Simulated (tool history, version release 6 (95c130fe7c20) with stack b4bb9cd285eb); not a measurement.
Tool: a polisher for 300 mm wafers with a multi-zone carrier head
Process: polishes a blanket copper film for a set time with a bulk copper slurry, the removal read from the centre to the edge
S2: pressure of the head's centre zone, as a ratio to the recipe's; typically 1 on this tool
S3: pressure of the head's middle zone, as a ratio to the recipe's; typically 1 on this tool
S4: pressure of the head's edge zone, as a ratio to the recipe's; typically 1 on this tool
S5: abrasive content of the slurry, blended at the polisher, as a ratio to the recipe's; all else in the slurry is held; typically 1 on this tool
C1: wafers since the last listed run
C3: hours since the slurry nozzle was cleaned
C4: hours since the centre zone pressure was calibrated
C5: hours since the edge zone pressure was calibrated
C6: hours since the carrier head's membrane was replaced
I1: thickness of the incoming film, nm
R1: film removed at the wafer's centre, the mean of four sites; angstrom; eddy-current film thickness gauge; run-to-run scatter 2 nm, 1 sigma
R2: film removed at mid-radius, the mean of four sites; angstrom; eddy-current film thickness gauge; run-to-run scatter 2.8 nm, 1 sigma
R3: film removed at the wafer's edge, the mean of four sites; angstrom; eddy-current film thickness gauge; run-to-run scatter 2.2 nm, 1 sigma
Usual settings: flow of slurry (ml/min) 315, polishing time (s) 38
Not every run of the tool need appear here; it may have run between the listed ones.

run 1 hour=0 | flow_of_slurry_(ml/min)=315 S2=0.94 S3=1 S4=1 S5=1 polishing_time_(s)=38 | C1=0 wafers_polished_on_this_pad=2137 C3=497.6 C4=178.1 C5=466.3 C6=1181.4 | I1=2968.6 | R1=2162 R2=2225 R3=2136
-- hour=22.8 worn pad replaced by a new one
-- hour=54.7 slurry nozzle cleaned
run 2 hour=61.6 | flow_of_slurry_(ml/min)=315 S2=0.94 S3=1 S4=1 S5=1 polishing_time_(s)=38 | C1=770 wafers_polished_on_this_pad=513 C3=6.9 C4=239.7 C5=527.9 C6=1243 | I1=3025.1 | R1=2252 R2=2352 R3=2282
run 3 hour=132 | flow_of_slurry_(ml/min)=315 S2=0.94 S3=1 S4=1 S5=1 polishing_time_(s)=38 | C1=957 wafers_polished_on_this_pad=1471 C3=77.3 C4=310.1 C5=598.3 C6=1313.4 | I1=2933.8 | R1=2204 R2=2232 R3=2175
run 4 hour=189.3 | flow_of_slurry_(ml/min)=315 S2=1 S3=1 S4=0.94 S5=1 polishing_time_(s)=38 | C1=779 wafers_polished_on_this_pad=2251 C3=134.6 C4=367.4 C5=655.6 C6=1370.7 | I1=2974.7 | R1=2249 R2=2187 R3=2123
-- hour=215.5 worn pad replaced by a new one
run 5 hour=257.9 | flow_of_slurry_(ml/min)=315 S2=1 S3=1 S4=1 S5=1 polishing_time_(s)=38 | C1=878 wafers_polished_on_this_pad=577 C3=203.2 C4=436 C5=724.2 C6=1439.3 | I1=2990.5 | R1=2398 R2=2321 R3=2300
run 6 hour=283.2 | flow_of_slurry_(ml/min)=315 S2=1 S3=1 S4=1 S5=1 polishing_time_(s)=38 | C1=344 wafers_polished_on_this_pad=921 C3=228.5 C4=461.3 C5=749.5 C6=1464.6 | I1=2954.5 | R1=2368 R2=2301 R3=2263
run 7 hour=319.8 | flow_of_slurry_(ml/min)=315 S2=1 S3=1 S4=1 S5=1 polishing_time_(s)=38 | C1=497 wafers_polished_on_this_pad=1419 C3=265.1 C4=497.9 C5=786.1 C6=1501.2 | I1=2966.3 | R1=2315 R2=2278 R3=2182
-- hour=354.6 carrier head's membrane replaced by a new one
run 8 hour=361.9 | flow_of_slurry_(ml/min)=380 S2=1 S3=1 S4=1 S5=1 polishing_time_(s)=38 | C1=504 wafers_polished_on_this_pad=1924 C3=307.2 C4=540 C5=828.2 C6=7.3 | I1=2966.6 | R1=2356 R2=2257 R3=2207
-- hour=414.9 worn pad replaced by a new one
run 9 hour=420.8 | flow_of_slurry_(ml/min)=315 S2=1 S3=1 S4=1 S5=1 polishing_time_(s)=38 | C1=746 wafers_polished_on_this_pad=80 C3=366.1 C4=598.9 C5=887.1 C6=66.2 | I1=2995.9 | R1=2496 R2=2407 R3=2378
-- hour=470 slurry nozzle cleaned
run 10 hour=491 | flow_of_slurry_(ml/min)=315 S2=1 S3=1 S4=1 S5=1 polishing_time_(s)=38 | C1=941 wafers_polished_on_this_pad=1021 C3=21 C4=669.1 C5=957.3 C6=136.4 | I1=2953.7 | R1=2331 R2=2237 R3=2251
-- hour=510 centre zone pressure recalibrated
run 11 hour=545.4 | flow_of_slurry_(ml/min)=315 S2=1 S3=1 S4=1 S5=1 polishing_time_(s)=38 | C1=712 wafers_polished_on_this_pad=1734 C3=75.4 C4=35.4 C5=1011.7 C6=190.8 | I1=3023.3 | R1=2309 R2=2216 R3=2164
run 12 hour=574.7 | flow_of_slurry_(ml/min)=355 S2=1 S3=1.03 S4=0.91 S5=1 polishing_time_(s)=31 | C1=398 wafers_polished_on_this_pad=2133 C3=104.7 C4=64.7 C5=1041 C6=220.1 | I1=2944.3 | R1=1896 R2=1884 R3=1683
-- hour=629.4 worn pad replaced by a new one
run 13 hour=637.3 | flow_of_slurry_(ml/min)=315 S2=1 S3=1.08 S4=1 S5=1 polishing_time_(s)=38 | C1=797 wafers_polished_on_this_pad=107 C3=167.3 C4=127.3 C5=1103.6 C6=282.7 | I1=3011.6 | R1=2481 R2=2604 R3=2359
run 14 hour=677.1 | flow_of_slurry_(ml/min)=315 S2=1 S3=1 S4=1 S5=1 polishing_time_(s)=27 | C1=541 wafers_polished_on_this_pad=649 C3=207.1 C4=167.1 C5=1143.4 C6=322.5 | I1=2970.4 | R1=1671 R2=1618 R3=1605
-- hour=687.9 edge zone pressure recalibrated
run 15 hour=705.4 | flow_of_slurry_(ml/min)=315 S2=1.09 S3=1 S4=1 S5=1 polishing_time_(s)=44 | C1=357 wafers_polished_on_this_pad=1006 C3=235.4 C4=195.4 C5=17.5 C6=350.8 | I1=2996.8 | R1=2948 R2=2616 R3=2595
run 16 hour=758.8 | flow_of_slurry_(ml/min)=315 S2=1 S3=1 S4=1 S5=1 polishing_time_(s)=38 | C1=726 wafers_polished_on_this_pad=1733 C3=288.8 C4=248.8 C5=70.9 C6=404.2 | I1=2989.5 | R1=2289 R2=2265 R3=2163
run 17 hour=791.1 | flow_of_slurry_(ml/min)=410 S2=1 S3=1.07 S4=0.89 S5=0.85 polishing_time_(s)=38 | C1=439 wafers_polished_on_this_pad=2172 C3=321.1 C4=281.1 C5=103.2 C6=436.5 | I1=3009.7 | R1=2285 R2=2318 R3=2018
-- hour=837.3 worn pad replaced by a new one
run 18 hour=846.4 | flow_of_slurry_(ml/min)=315 S2=1.1 S3=1.09 S4=1.06 S5=0.9 polishing_time_(s)=38 | C1=697 wafers_polished_on_this_pad=124 C3=376.4 C4=336.4 C5=158.5 C6=491.8 | I1=2988.7 | R1=2672 R2=2545 R3=2414
run 19 hour=900.9 | flow_of_slurry_(ml/min)=255 S2=1.09 S3=1 S4=1 S5=0.75 polishing_time_(s)=38 | C1=741 wafers_polished_on_this_pad=865 C3=430.9 C4=390.9 C5=213 C6=546.3 | I1=2964.5 | R1=2390 R2=2081 R3=2079
run 20 hour=940.5 | flow_of_slurry_(ml/min)=345 S2=1 S3=1 S4=1 S5=1 polishing_time_(s)=38 | C1=538 wafers_polished_on_this_pad=1404 C3=470.5 C4=430.5 C5=252.6 C6=585.9 | I1=2977.8 | R1=2346 R2=2207 R3=2180

Forecast each of these 4 alternatives for the next run:
run A hour=940.9 | flow_of_slurry_(ml/min)=315 S2=1 S3=1 S4=1 S5=1 polishing_time_(s)=38 | C1=5 wafers_polished_on_this_pad=1409 C3=470.9 C4=430.9 C5=253 C6=586.3 | I1=2952.8 | R1=? R2=? R3=?
run B hour=940.9 | flow_of_slurry_(ml/min)=315 S2=0.92 S3=1.1 S4=1 S5=0.8 polishing_time_(s)=38 | C1=5 wafers_polished_on_this_pad=1409 C3=470.9 C4=430.9 C5=253 C6=586.3 | I1=2952.8 | R1=? R2=? R3=?
run C hour=940.9 | flow_of_slurry_(ml/min)=350 S2=0.97 S3=1.09 S4=0.92 S5=1 polishing_time_(s)=38 | C1=5 wafers_polished_on_this_pad=1409 C3=470.9 C4=430.9 C5=253 C6=586.3 | I1=2952.8 | R1=? R2=? R3=?
run D hour=940.9 | flow_of_slurry_(ml/min)=315 S2=1.03 S3=1.04 S4=1 S5=1 polishing_time_(s)=38 | C1=5 wafers_polished_on_this_pad=1409 C3=470.9 C4=430.9 C5=253 C6=586.3 | I1=2952.8 | R1=? R2=? R3=?

run=A R1=2326 R2=2279 R3=2186
run=B R1=2055 R2=2374 R3=2097
run=C R1=2281 R2=2475 R3=2114
run=D R1=2397 R2=2355 R3=2185
Without the tool's hidden state the same runs would have given:
run=A R1=2562 R2=2510 R3=2408
run=B R1=2264 R2=2615 R3=2310
run=C R1=2512 R2=2727 R3=2329
run=D R1=2641 R2=2594 R3=2407
